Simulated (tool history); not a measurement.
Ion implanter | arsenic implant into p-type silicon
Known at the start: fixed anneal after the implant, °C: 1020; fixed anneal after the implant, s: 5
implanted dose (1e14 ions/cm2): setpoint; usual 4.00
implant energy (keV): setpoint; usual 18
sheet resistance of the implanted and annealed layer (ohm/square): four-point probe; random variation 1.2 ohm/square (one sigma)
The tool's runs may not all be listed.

| run | hour | implanted dose (1e14 ions/cm2) | implant energy (keV) | wafers since the last listed run | hours since the last dose calibration | hours since the extraction supply was calibrated | hours since the gauge calibration | read-back reference wafer on the same gauge, sheet resistance | sheet resistance of the implanted and annealed layer (ohm/square) |
|---|---|---|---|---|---|---|---|---|---|
| 1 | 0.0 | 4.00 | 18 | 0 | 1031.5 | 2425.0 | 41.7 | 309.94 | 273.81 |
| 2 | 98.7 | 4.00 | 18 | 1815 | 1130.2 | 2523.7 | 140.4 | 309.92 | 271.32 |
| 3 | 134.8 | 4.00 | 18 | 663 | 1166.3 | 2559.8 | 176.5 | 309.86 | 271.57 |
|  | 166.0 | Faraday cup replaced and dose calibrated |
| 4 | 180.6 | 4.00 | 18 | 695 | 14.6 | 2605.6 | 222.3 | 309.57 | 272.50 |
| 5 | 218.1 | 4.00 | 18 | 689 | 52.1 | 2643.1 | 259.8 | 308.66 | 271.23 |
| 6 | 322.5 | 4.00 | 18 | 1919 | 156.5 | 2747.5 | 364.2 | 309.03 | 269.41 |
| 7 | 388.0 | 4.53 | 21 | 1204 | 222.0 | 2813.0 | 429.7 | 308.27 | 243.43 |
| 8 | 464.7 | 4.00 | 18 | 1410 | 298.7 | 2889.7 | 506.4 | 308.49 | 269.92 |
| 9 | 545.4 | 4.00 | 18 | 1484 | 379.4 | 2970.4 | 587.1 | 307.80 | 269.88 |
| 10 | 581.6 | 4.45 | 18 | 665 | 415.6 | 3006.6 | 623.3 | 307.95 | 247.02 |
| 11 | 618.0 | 4.45 | 18 | 669 | 452.0 | 3043.0 | 659.7 | 307.87 | 249.92 |
| 12 | 706.7 | 4.45 | 18 | 1631 | 540.7 | 3131.7 | 748.4 | 307.43 | 248.79 |
| 13 | 1012.3 | 4.00 | 18 | 5619 | 846.3 | 3437.3 | 1054.0 | 306.86 | 268.72 |
| 14 | 1078.2 | 4.00 | 18 | 1211 | 912.2 | 3503.2 | 1119.9 | 305.43 | 268.56 |
| 15 | 1127.1 | 4.00 | 18 | 899 | 961.1 | 3552.1 | 1168.8 | 305.99 | 266.97 |
| 16 | 1179.9 | 4.00 | 18 | 970 | 1013.9 | 3604.9 | 1221.6 | 305.57 | 267.37 |
| 17 | 1287.1 | 4.00 | 18 | 1971 | 1121.1 | 3712.1 | 1328.8 | 305.31 | 267.35 |
| 18 | 1335.1 | 4.00 | 18 | 882 | 1169.1 | 3760.1 | 1376.8 | 304.73 | 266.32 |

Forecast run 19:
| 19 | 1379.4 | 4.00 | 18 | 814 | 1213.4 | 3804.4 | 1421.1 | ? | ? |

read-back reference wafer on the same gauge, sheet resistance: 305.70
sheet resistance of the implanted and annealed layer (ohm/square): 266.80
Without the tool's hidden state the same run would have given sheet resistance of the implanted and annealed layer (ohm/square) 271.94.
